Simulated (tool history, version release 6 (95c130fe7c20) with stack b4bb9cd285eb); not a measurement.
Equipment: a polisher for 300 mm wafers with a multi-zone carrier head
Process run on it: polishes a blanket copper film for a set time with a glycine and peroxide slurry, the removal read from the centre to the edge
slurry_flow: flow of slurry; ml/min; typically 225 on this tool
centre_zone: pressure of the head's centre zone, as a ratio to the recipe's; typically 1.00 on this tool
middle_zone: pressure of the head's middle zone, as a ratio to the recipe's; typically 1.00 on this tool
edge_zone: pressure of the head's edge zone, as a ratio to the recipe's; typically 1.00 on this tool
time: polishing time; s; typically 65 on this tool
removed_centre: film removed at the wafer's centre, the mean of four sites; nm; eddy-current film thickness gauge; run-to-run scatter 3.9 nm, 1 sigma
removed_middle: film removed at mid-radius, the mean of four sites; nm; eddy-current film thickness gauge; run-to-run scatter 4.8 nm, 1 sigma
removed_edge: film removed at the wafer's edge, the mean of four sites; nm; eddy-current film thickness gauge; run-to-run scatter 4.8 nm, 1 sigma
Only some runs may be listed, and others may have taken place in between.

| run | hour | slurry_flow | centre_zone | middle_zone | edge_zone | time | wafers since the last listed run | wafers polished on this pad | hours since the slurry nozzle was cleaned | hours since the centre zone pressure was calibrated | hours since the edge zone pressure was calibrated | hours since the carrier head's membrane was replaced | incoming thickness of the incoming film, nm | removed_centre | removed_middle | removed_edge |
|---|---|---|---|---|---|---|---|---|---|---|---|---|---|---|---|---|
| 1 | 0.0 | 225 | 1.00 | 1.00 | 0.92 | 65 | 0 | 1115 | 241.7 | 305.1 | 328.8 | 367.1 | 1419.4 | 387.7 | 376.1 | 372.9 |
|  | 14.1 | worn pad replaced by a new one |
| 2 | 30.7 | 225 | 1.00 | 1.00 | 0.92 | 65 | 260 | 161 | 272.4 | 335.8 | 359.5 | 397.8 | 1423.4 | 395.4 | 398.3 | 377.1 |
|  | 47.3 | centre zone pressure recalibrated |
| 3 | 47.8 | 225 | 1.00 | 1.00 | 0.92 | 65 | 147 | 308 | 289.5 | 0.5 | 376.6 | 414.9 | 1430.3 | 398.8 | 393.6 | 382.7 |
| 4 | 63.7 | 225 | 1.00 | 1.00 | 1.00 | 65 | 154 | 463 | 305.4 | 16.4 | 392.5 | 430.8 | 1440.1 | 391.3 | 369.3 | 388.6 |
| 5 | 91.0 | 225 | 1.00 | 1.00 | 1.00 | 65 | 265 | 729 | 332.7 | 43.7 | 419.8 | 458.1 | 1408.6 | 386.7 | 373.5 | 381.6 |
|  | 115.6 | slurry nozzle cleaned |
| 6 | 117.7 | 225 | 1.00 | 1.00 | 1.00 | 65 | 250 | 980 | 2.1 | 70.4 | 446.5 | 484.8 | 1429.2 | 394.9 | 386.0 | 389.6 |
|  | 146.3 | worn pad replaced by a new one |
| 7 | 146.8 | 225 | 1.00 | 1.00 | 1.00 | 65 | 244 | 4 | 31.2 | 99.5 | 475.6 | 513.9 | 1438.1 | 422.4 | 402.7 | 402.1 |
| 8 | 173.6 | 225 | 1.00 | 1.00 | 1.00 | 65 | 261 | 265 | 58.0 | 126.3 | 502.4 | 540.7 | 1426.4 | 412.8 | 389.4 | 402.1 |
| 9 | 189.7 | 225 | 1.00 | 1.00 | 1.00 | 65 | 156 | 422 | 74.1 | 142.4 | 518.5 | 556.8 | 1448.2 | 407.4 | 393.7 | 398.4 |
| 10 | 218.5 | 225 | 1.00 | 1.00 | 1.12 | 65 | 280 | 703 | 102.9 | 171.2 | 547.3 | 585.6 | 1433.5 | 394.5 | 395.4 | 418.6 |
| 11 | 248.2 | 225 | 1.07 | 1.00 | 1.11 | 65 | 289 | 992 | 132.6 | 200.9 | 577.0 | 615.3 | 1431.5 | 421.1 | 383.9 | 413.3 |
| 12 | 268.1 | 285 | 1.05 | 1.00 | 1.00 | 65 | 193 | 1186 | 152.5 | 220.8 | 596.9 | 635.2 | 1407.8 | 420.0 | 389.4 | 391.7 |
|  | 282.0 | edge zone pressure recalibrated |
|  | 288.2 | worn pad replaced by a new one |
| 13 | 326.6 | 225 | 1.07 | 1.00 | 0.95 | 65 | 511 | 374 | 211.0 | 279.3 | 44.6 | 693.7 | 1418.6 | 429.9 | 387.7 | 387.8 |
| 14 | 353.0 | 180 | 1.00 | 1.00 | 1.00 | 45 | 257 | 631 | 237.4 | 305.7 | 71.0 | 720.1 | 1444.7 | 267.7 | 257.2 | 264.4 |
|  | 361.4 | centre zone pressure recalibrated |
|  | 365.3 | carrier head's membrane replaced by a new one |
| 15 | 383.2 | 225 | 1.00 | 1.00 | 1.00 | 65 | 236 | 868 | 267.6 | 21.8 | 101.2 | 17.9 | 1424.4 | 392.7 | 382.0 | 387.2 |
|  | 396.1 | worn pad replaced by a new one |
| 16 | 400.5 | 225 | 1.00 | 1.00 | 1.00 | 65 | 129 | 42 | 284.9 | 39.1 | 118.5 | 35.2 | 1403.1 | 403.5 | 391.6 | 395.2 |
| 17 | 426.2 | 225 | 1.00 | 1.00 | 1.00 | 65 | 250 | 292 | 310.6 | 64.8 | 144.2 | 60.9 | 1417.7 | 396.4 | 382.5 | 384.1 |
|  | 457.8 | slurry nozzle cleaned |
| 18 | 459.5 | 165 | 1.00 | 1.08 | 1.00 | 65 | 314 | 607 | 1.7 | 98.1 | 177.5 | 94.2 | 1430.0 | 391.3 | 404.1 | 383.5 |
| 19 | 477.9 | 160 | 1.05 | 1.00 | 1.00 | 65 | 179 | 786 | 20.1 | 116.5 | 195.9 | 112.6 | 1452.4 | 401.9 | 374.2 | 386.7 |
|  | 508.2 | worn pad replaced by a new one |
| 20 | 511.5 | 225 | 1.00 | 1.07 | 1.00 | 65 | 288 | 31 | 53.7 | 150.1 | 229.5 | 146.2 | 1414.8 | 407.9 | 425.5 | 399.1 |
| 21 | 538.5 | 300 | 1.00 | 1.05 | 1.07 | 65 | 263 | 294 | 80.7 | 177.1 | 256.5 | 173.2 | 1434.2 | 418.5 | 428.7 | 431.2 |
| 22 | 554.0 | 285 | 1.00 | 0.96 | 1.00 | 65 | 151 | 445 | 96.2 | 192.6 | 272.0 | 188.7 | 1427.6 | 415.7 | 390.6 | 408.3 |

List, for all runs, the conditions of the tool that the log does not record:
deviation of the centre zone's pressure from its setpoint, %: 0 across all the runs
deviation of the edge zone's pressure from its setpoint, %: 0 across all the runs
H1: removal rate lost through wear of the pad, %
H2: slurry flow missing at the pad, %
| run | H1 | H2 |
|---|---|---|
| 1 | 4.92 | 20.8 |
| 2 | 1.11 | 25 |
| 3 | 1.78 | 27.6 |
| 4 | 2.41 | 30.2 |
| 5 | 3.48 | 34.9 |
| 6 | 4.53 | 3.36 |
| 7 | 0.159 | 3.62 |
| 8 | 1.22 | 4.26 |
| 9 | 1.85 | 4.84 |
| 10 | 2.99 | 6.21 |
| 11 | 4.16 | 8.1 |
| 12 | 4.94 | 9.64 |
| 13 | 1.9 | 15.4 |
| 14 | 2.94 | 18.6 |
| 15 | 4.14 | 22.7 |
| 16 | 0.209 | 25.3 |
| 17 | 1.22 | 29.4 |
| 18 | 2.53 | 0.668 |
| 19 | 3.26 | 0.776 |
| 20 | 0.639 | 1.45 |
| 21 | 1.7 | 2.42 |
| 22 | 2.31 | 3.16 |

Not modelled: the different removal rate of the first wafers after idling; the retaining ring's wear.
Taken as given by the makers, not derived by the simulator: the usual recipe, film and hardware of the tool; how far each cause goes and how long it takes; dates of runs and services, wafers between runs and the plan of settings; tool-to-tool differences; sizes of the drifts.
